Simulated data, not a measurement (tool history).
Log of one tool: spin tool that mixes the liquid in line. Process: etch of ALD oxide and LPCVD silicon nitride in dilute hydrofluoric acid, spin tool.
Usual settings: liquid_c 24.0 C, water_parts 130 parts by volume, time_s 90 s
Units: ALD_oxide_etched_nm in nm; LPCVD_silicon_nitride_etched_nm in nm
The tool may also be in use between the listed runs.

run,hour,liquid_c,water_parts,time_s,wafers since the last listed run,hours since the thermometer was replaced,hours since the hydrofluoric acid flow meter was replaced,hours since the gauge calibration,"read-back film thickness of the ALD oxide reference wafer, read on the same gauge (nm)","read-back film thickness of the LPCVD silicon nitride reference wafer, read on the same gauge (nm)",ALD_oxide_etched_nm,LPCVD_silicon_nitride_etched_nm
1,0.0,24.0,130,90,0,1501.6,2167.5,400.7,130.05,120.024,7.60,0.318
2,26.9,24.0,130,90,366,1528.5,2194.4,427.6,129.98,120.021,7.71,0.351
3,57.5,24.0,130,90,416,1559.1,2225.0,458.2,129.96,120.043,7.70,0.329
4,89.3,24.0,130,90,432,1590.9,2256.8,490.0,130.02,119.980,7.60,0.283
5,120.3,22.5,130,130,422,1621.9,2287.8,521.0,129.96,120.002,10.36,0.460
6,139.1,22.5,130,130,255,1640.7,2306.6,539.8,130.04,120.070,10.45,0.334
7,165.9,22.5,130,130,364,1667.5,2333.4,566.6,130.03,120.004,10.32,0.469
8,188.8,24.0,130,90,311,1690.4,2356.3,589.5,130.02,119.961,7.61,0.304
9,222.2,24.0,130,90,454,1723.8,2389.7,622.9,130.00,120.043,7.67,0.312
# hour 231.5: hydrofluoric acid flow meter replaced
10,251.2,24.0,130,90,381,1752.8,19.7,651.9,129.98,120.011,7.56,0.292
11,267.0,24.0,130,90,215,1768.6,35.5,667.7,130.02,120.033,7.65,0.286
12,294.8,24.0,130,90,378,1796.4,63.3,695.5,130.02,120.009,7.54,0.270
13,309.2,22.0,75,120,196,1810.8,77.7,709.9,130.02,119.987,17.21,0.566
14,336.2,24.0,130,90,367,1837.8,104.7,736.9,129.94,120.052,7.49,0.292
15,358.1,19.5,165,90,298,1859.7,126.6,758.8,129.98,119.959,4.76,0.206
# hour 374.4: thermometer replaced
16,377.8,24.0,190,90,254,3.4,146.3,778.5,130.01,119.955,5.29,0.217
# hour 387.1: gauge calibrated
17,408.6,24.0,70,90,419,34.2,177.1,21.5,129.99,119.983,16.61,0.760
18,434.0,24.0,130,130,345,59.6,202.5,46.9,129.98,120.023,11.87,0.452
19,457.6,21.5,165,75,321,83.2,226.1,70.5,129.94,119.995,4.77,0.183
20,490.0,26.5,130,90,441,115.6,258.5,102.9,129.99,119.990,8.96,0.371
21,506.7,28.5,175,90,227,132.3,275.2,119.6,129.99,119.964,6.77,0.281
22,534.6,24.0,100,55,379,160.2,303.1,147.5,130.02,120.018,6.67,0.303
23,599.9,19.5,130,35,889,225.5,368.4,212.8,129.99,119.999,2.68,0.097
24,679.8,24.0,130,90,1087,305.4,448.3,292.7,130.05,119.981,8.29,0.390
25,700.6,26.0,85,130,283,326.2,469.1,313.5,130.02,119.990,20.28,0.818

5 ways to go on from here, each from the tool as it stands after run 25. What would each give?
A,701.0,24.0,90,90,5,326.6,469.5,313.9,?,?,?,?
B,701.0,24.0,95,75,5,326.6,469.5,313.9,?,?,?,?
C,701.0,26.5,160,110,5,326.6,469.5,313.9,?,?,?,?
D,701.0,28.0,100,90,5,326.6,469.5,313.9,?,?,?,?
E,701.0,27.5,80,70,5,326.6,469.5,313.9,?,?,?,?

run,"read-back film thickness of the ALD oxide reference wafer, read on the same gauge (nm)","read-back film thickness of the LPCVD silicon nitride reference wafer, read on the same gauge (nm)",ALD_oxide_etched_nm,LPCVD_silicon_nitride_etched_nm
A,129.96,120.002,12.37,0.498
B,129.96,120.002,9.71,0.394
C,129.96,120.002,8.61,0.405
D,129.96,120.002,12.86,0.583
E,129.96,120.002,12.60,0.548
Without the tool's hidden state the same runs would have given:
run,ALD_oxide_etched_nm,LPCVD_silicon_nitride_etched_nm
A,12.69,0.520
B,9.96,0.411
C,8.82,0.422
D,13.18,0.607
E,12.92,0.571

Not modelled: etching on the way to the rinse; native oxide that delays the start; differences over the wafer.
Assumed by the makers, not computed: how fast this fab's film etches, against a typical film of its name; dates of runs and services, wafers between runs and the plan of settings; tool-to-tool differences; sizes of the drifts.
